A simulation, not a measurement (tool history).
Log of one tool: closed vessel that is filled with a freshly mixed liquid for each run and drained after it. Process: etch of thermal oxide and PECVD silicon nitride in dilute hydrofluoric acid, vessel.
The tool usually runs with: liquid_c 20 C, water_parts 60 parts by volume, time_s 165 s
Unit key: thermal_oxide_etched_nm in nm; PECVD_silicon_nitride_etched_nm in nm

run	day	liquid_c	water_parts	time_s	wafers since the last listed run	hours since the thermometer was replaced	hours since the hydrofluoric acid flow meter was replaced	hours since the gauge calibration	read-back film thickness of the thermal oxide reference wafer, read on the same gauge (nm)	read-back film thickness of the PECVD silicon nitride reference wafer, read on the same gauge (nm)	thermal_oxide_etched_nm	PECVD_silicon_nitride_etched_nm
1	0	20	45	125	0	1051.6	1279.5	3379	100.01	60.021	13.22	4.427
2	3.946	17	40	75	10792	1146.3	1374.2	3473.7	100	59.972	7.95	2.446
3	7.775	20	60	165	10473	1238.2	1466.1	3565.6	100	59.995	12.83	4.561
4	11.512	20	75	85	10222	1327.9	1555.8	3655.3	100.03	60.015	5.3	1.935
# day 12.629: gauge calibrated
5	14.196	20	75	70	7339	1392.3	1620.2	37.6	99.98	60.046	4.38	1.57
# day 16.096: thermometer replaced
6	16.288	20	60	165	5607	4.6	1670.4	87.8	99.97	60.001	12.7	4.319
7	20.417	21.5	60	165	11293	103.7	1769.5	186.9	99.99	59.952	13.42	4.827
8	24.129	20	60	90	10154	192.8	1858.6	276	99.99	59.987	7.07	2.411
9	27.108	20	85	165	8148	264.3	1930.1	347.5	100.02	59.975	8.96	3.151
10	31.342	24.5	85	225	11578	365.9	2031.7	449.1	100.02	60.042	14.59	5.871
11	33.525	20	60	135	5971	418.3	2084.1	501.5	100	60.013	10.47	3.639
12	35.55	20	60	165	5538	466.9	2132.7	550.1	100.03	59.969	12.92	4.541
13	38.542	20	60	165	8182	538.7	2204.5	621.9	99.98	59.995	13.23	4.492
# day 43.3: hydrofluoric acid flow meter replaced
14	48.858	20	60	165	28103	786.3	133.4	869.5	99.99	60.005	11.97	4.259
15	50.525	20	60	165	4558	826.3	173.4	909.5	100.01	60.057	11.95	4.262
16	55	20	60	165	12239	933.7	280.8	1016.9	100	59.962	12.28	4.328
17	62.512	22.5	80	215	20547	1114	461.1	1197.2	99.99	59.977	13.14	5.094
18	65.017	20	80	165	6849	1174.1	521.2	1257.3	100	60.001	9.02	3.286
19	66.767	17	60	140	4786	1216.1	563.2	1299.3	99.99	59.983	9.38	3.043
20	69.454	24	60	135	7350	1280.6	627.7	1363.8	100.01	60.025	12.11	4.687
21	72.025	21.5	70	100	7031	1342.3	689.4	1425.5	100	59.984	6.88	2.611
22	74.375	17	60	165	6427	1398.7	745.8	1481.9	100.01	60.007	11.22	3.634
23	78.829	20	90	165	12182	1505.6	852.7	1588.8	100.02	60.037	8.2	3.085
24	86.083	22	80	250	19841	1679.7	1026.8	1762.9	99.99	59.977	15.83	5.999
25	89.212	20	60	165	8558	1754.8	1101.9	1838	99.98	59.984	13.08	4.689

Here are 4 independent what-if runs from the current tool condition. What would each one return?
A	89.242	20	60	250	79	1755.5	1102.6	1838.7	?	?	?	?
B	89.242	20	35	165	79	1755.5	1102.6	1838.7	?	?	?	?
C	89.242	18	45	65	79	1755.5	1102.6	1838.7	?	?	?	?
D	89.242	17	60	110	79	1755.5	1102.6	1838.7	?	?	?	?

run	read-back film thickness of the thermal oxide reference wafer, read on the same gauge (nm)	read-back film thickness of the PECVD silicon nitride reference wafer, read on the same gauge (nm)	thermal_oxide_etched_nm	PECVD_silicon_nitride_etched_nm
A	99.99	60.051	19.74	7.067
B	99.99	60.051	23	7.876
C	99.99	60.051	6.4	2.116
D	99.99	60.051	7.65	2.526
What these runs would have given with no unlogged condition in the tool:
run	thermal_oxide_etched_nm	PECVD_silicon_nitride_etched_nm
A	17.44	6.036
B	20.33	6.724
C	5.65	1.805
D	6.75	2.153
